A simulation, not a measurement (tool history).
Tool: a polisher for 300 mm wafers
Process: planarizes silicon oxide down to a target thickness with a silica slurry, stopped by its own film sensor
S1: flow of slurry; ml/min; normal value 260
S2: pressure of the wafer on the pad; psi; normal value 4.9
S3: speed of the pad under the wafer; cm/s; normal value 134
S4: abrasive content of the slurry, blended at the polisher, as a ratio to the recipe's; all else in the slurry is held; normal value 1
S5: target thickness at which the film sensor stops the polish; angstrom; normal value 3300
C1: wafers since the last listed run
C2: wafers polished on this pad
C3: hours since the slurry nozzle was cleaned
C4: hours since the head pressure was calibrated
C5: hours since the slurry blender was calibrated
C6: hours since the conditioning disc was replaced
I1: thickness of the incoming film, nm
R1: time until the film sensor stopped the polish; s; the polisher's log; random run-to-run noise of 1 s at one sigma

{"run": 1, "hour": 0.0, "S1": 260, "S2": 4.9, "S3": 134, "S4": 1, "S5": 3300, "C1": 0, "C2": 4114, "C3": 524.1, "C4": 300.6, "C5": 451.9, "C6": 173.2, "I1": 660.3, "R1": 78.1}
{"run": 2, "hour": 97.7, "S1": 260, "S2": 5.5, "S3": 134, "S4": 1, "S5": 3300, "C1": 854, "C2": 4969, "C3": 621.8, "C4": 398.3, "C5": 549.6, "C6": 270.9, "I1": 670.2, "R1": 74.9}
{"hour": 178.2, "done": "slurry blender recalibrated"}
{"hour": 186.7, "done": "worn pad replaced by a new one"}
{"hour": 343.6, "done": "slurry nozzle cleaned"}
{"run": 3, "hour": 345.8, "S1": 260, "S2": 6.2, "S3": 134, "S4": 1, "S5": 2810, "C1": 2109, "C2": 1383, "C3": 2.2, "C4": 646.4, "C5": 167.6, "C6": 519, "I1": 647.9, "R1": 67.7}
{"hour": 543.3, "done": "conditioning disc replaced and pad reconditioned"}
{"hour": 569.4, "done": "head pressure recalibrated"}
{"run": 4, "hour": 633.5, "S1": 260, "S2": 6.2, "S3": 134, "S4": 1, "S5": 2810, "C1": 2481, "C2": 3864, "C3": 289.9, "C4": 64.1, "C5": 455.3, "C6": 90.2, "I1": 668.7, "R1": 70.2}
{"run": 5, "hour": 707.1, "S1": 260, "S2": 6.2, "S3": 134, "S4": 1, "S5": 2810, "C1": 643, "C2": 4508, "C3": 363.5, "C4": 137.7, "C5": 528.9, "C6": 163.8, "I1": 666.6, "R1": 72.5}
{"hour": 741.7, "done": "slurry blender recalibrated"}
{"hour": 752.1, "done": "worn pad replaced by a new one"}
{"run": 6, "hour": 761.1, "S1": 260, "S2": 4.9, "S3": 134, "S4": 1, "S5": 3300, "C1": 419, "C2": 78, "C3": 417.5, "C4": 191.7, "C5": 19.4, "C6": 217.8, "I1": 666.9, "R1": 75.2}
{"run": 7, "hour": 869.3, "S1": 260, "S2": 4.9, "S3": 134, "S4": 1, "S5": 3300, "C1": 946, "C2": 1025, "C3": 525.7, "C4": 299.9, "C5": 127.6, "C6": 326, "I1": 657.8, "R1": 72.9}
{"run": 8, "hour": 960.2, "S1": 260, "S2": 4.9, "S3": 134, "S4": 1, "S5": 3300, "C1": 795, "C2": 1820, "C3": 616.6, "C4": 390.8, "C5": 218.5, "C6": 416.9, "I1": 655.1, "R1": 72.4}
{"run": 9, "hour": 1137.7, "S1": 260, "S2": 4.9, "S3": 134, "S4": 1, "S5": 3300, "C1": 1552, "C2": 3373, "C3": 794.1, "C4": 568.3, "C5": 396, "C6": 594.4, "I1": 649.7, "R1": 75.8}
{"hour": 1166.6, "done": "slurry nozzle cleaned"}
{"hour": 1178.1, "done": "conditioning disc replaced and pad reconditioned"}
{"run": 10, "hour": 1180.0, "S1": 305, "S2": 4.9, "S3": 134, "S4": 1, "S5": 4250, "C1": 343, "C2": 3716, "C3": 13.4, "C4": 610.6, "C5": 438.3, "C6": 1.9, "I1": 661.8, "R1": 57.5}
{"run": 11, "hour": 1270.4, "S1": 235, "S2": 4.9, "S3": 134, "S4": 1, "S5": 2240, "C1": 790, "C2": 4507, "C3": 103.8, "C4": 701, "C5": 528.7, "C6": 92.3, "I1": 666.3, "R1": 108.8}
{"hour": 1310.3, "done": "worn pad replaced by a new one"}
{"run": 12, "hour": 1323.0, "S1": 300, "S2": 4.9, "S3": 146, "S4": 1, "S5": 3300, "C1": 425, "C2": 110, "C3": 156.4, "C4": 753.6, "C5": 581.3, "C6": 144.9, "I1": 652.1, "R1": 77.9}
{"run": 13, "hour": 1397.2, "S1": 260, "S2": 4.9, "S3": 134, "S4": 1, "S5": 3300, "C1": 649, "C2": 759, "C3": 230.6, "C4": 827.8, "C5": 655.5, "C6": 219.1, "I1": 657.8, "R1": 90.1}
{"hour": 1405.8, "done": "slurry blender recalibrated"}
{"run": 14, "hour": 1461.5, "S1": 260, "S2": 4.9, "S3": 156, "S4": 1, "S5": 3300, "C1": 544, "C2": 1304, "C3": 294.9, "C4": 892.1, "C5": 55.7, "C6": 283.4, "I1": 653.9, "R1": 66.1}
{"run": 15, "hour": 1497.7, "S1": 200, "S2": 4.9, "S3": 146, "S4": 1, "S5": 3300, "C1": 316, "C2": 1621, "C3": 331.1, "C4": 928.3, "C5": 91.9, "C6": 319.6, "I1": 655.1, "R1": 72.9}
{"hour": 1655.9, "done": "head pressure recalibrated"}
{"run": 16, "hour": 1785.4, "S1": 195, "S2": 5.5, "S3": 134, "S4": 0.85, "S5": 3300, "C1": 2499, "C2": 4120, "C3": 618.8, "C4": 129.5, "C5": 379.6, "C6": 607.3, "I1": 650.5, "R1": 73.1}
{"run": 17, "hour": 1837.0, "S1": 260, "S2": 4.9, "S3": 164, "S4": 0.75, "S5": 3300, "C1": 451, "C2": 4572, "C3": 670.4, "C4": 181.1, "C5": 431.2, "C6": 658.9, "I1": 662, "R1": 74.2}
{"hour": 1864.8, "done": "conditioning disc replaced and pad reconditioned"}
{"hour": 1917.9, "done": "slurry nozzle cleaned"}
{"run": 18, "hour": 1941.7, "S1": 260, "S2": 4.9, "S3": 152, "S4": 1, "S5": 3300, "C1": 889, "C2": 5461, "C3": 23.8, "C4": 285.8, "C5": 535.9, "C6": 76.9, "I1": 661, "R1": 75.5}
{"hour": 2003.7, "done": "worn pad replaced by a new one"}
{"run": 19, "hour": 2004.3, "S1": 260, "S2": 4.9, "S3": 164, "S4": 0.75, "S5": 3300, "C1": 512, "C2": 5, "C3": 86.4, "C4": 348.4, "C5": 598.5, "C6": 139.5, "I1": 664.5, "R1": 84.5}
{"run": 20, "hour": 2070.7, "S1": 260, "S2": 4.9, "S3": 134, "S4": 1, "S5": 3300, "C1": 580, "C2": 585, "C3": 152.8, "C4": 414.8, "C5": 664.9, "C6": 205.9, "I1": 664.1, "R1": 90.7}
{"hour": 2087.3, "done": "slurry blender recalibrated"}
{"run": 21, "hour": 2138.6, "S1": 260, "S2": 4.9, "S3": 134, "S4": 1, "S5": 3300, "C1": 576, "C2": 1162, "C3": 220.7, "C4": 482.7, "C5": 51.3, "C6": 273.8, "I1": 661.7, "R1": 79.5}
{"run": 22, "hour": 2208.2, "S1": 260, "S2": 4.9, "S3": 134, "S4": 1, "S5": 3300, "C1": 608, "C2": 1771, "C3": 290.3, "C4": 552.3, "C5": 120.9, "C6": 343.4, "I1": 660.5, "R1": 80.8}

Predict the results of run 23:
{"run": 23, "hour": 2312.3, "S1": 260, "S2": 4.9, "S3": 134, "S4": 0.7, "S5": 4400, "C1": 910, "C2": 2681, "C3": 394.4, "C4": 656.4, "C5": 225, "C6": 447.5, "I1": 657.5, "R1": "?"}

R1: 60.6 s
On a tool with no hidden condition, and with the same random variation, this run would have come out at R1 51.4 s.
